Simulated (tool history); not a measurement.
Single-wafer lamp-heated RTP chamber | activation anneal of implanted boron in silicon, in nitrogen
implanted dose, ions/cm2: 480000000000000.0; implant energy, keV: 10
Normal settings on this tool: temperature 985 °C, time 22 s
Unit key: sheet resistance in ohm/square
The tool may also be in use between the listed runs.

run	hour	temperature	time	read-back reference wafer on the same gauge, sheet resistance	sheet resistance
1	0	985	22	261.97	247.64
2	12.6	985	22	262.01	247.33
3	22.8	985	22	261.99	246.45
4	35.4	985	22	262.02	247.15
5	42.7	1001	29	261.95	243.83
6	60.7	985	22	261.96	246.65
7	67.6	985	22	262.06	247.51
8	80.1	985	15	261.97	248.56
9	89.7	985	15	261.89	246.74
10	97.4	985	15	261.94	247.03
11	108.1	985	28	261.96	246.23
12	120.8	985	28	262.12	245.39
13	130.1	985	28	262.12	245.42
14	136.7	999	28	261.99	243.53
15	145.4	985	22	262.02	246
16	154.2	999	28	262.09	244.15
17	166.8	975	10	262.07	250.74
# hour 192: pyrometer window cleaned and pyrometer calibrated
18	192.5	985	22	261.88	249.31
19	194.7	975	22	261.93	252.78
# hour 209.2: reflector plate cleaned
20	209.7	985	22	262.04	250.42
21	210	993	34	261.9	247.87
22	220.6	961	22	261.94	271.86
23	236.5	956	17	261.89	280.8
24	252.7	976	25	262.01	253.62
25	262.7	966	30	262.03	260.71
26	277.4	957	18	262.17	276.7
27	285.4	1010	26	262	243.91
28	299.7	985	22	262.08	249.31
# hour 301.3: gauge calibrated
29	308.2	964	26	262.07	261.93

Expected results for the next run?
30	318.2	1002	30	?	?

Run 30 gave read-back reference wafer on the same gauge, sheet resistance 262.01, sheet resistance 244.05 ohm/square.
With the hidden condition absent and the run-to-run variation left alone, this run would have shown sheet resistance 244.89 ohm/square.
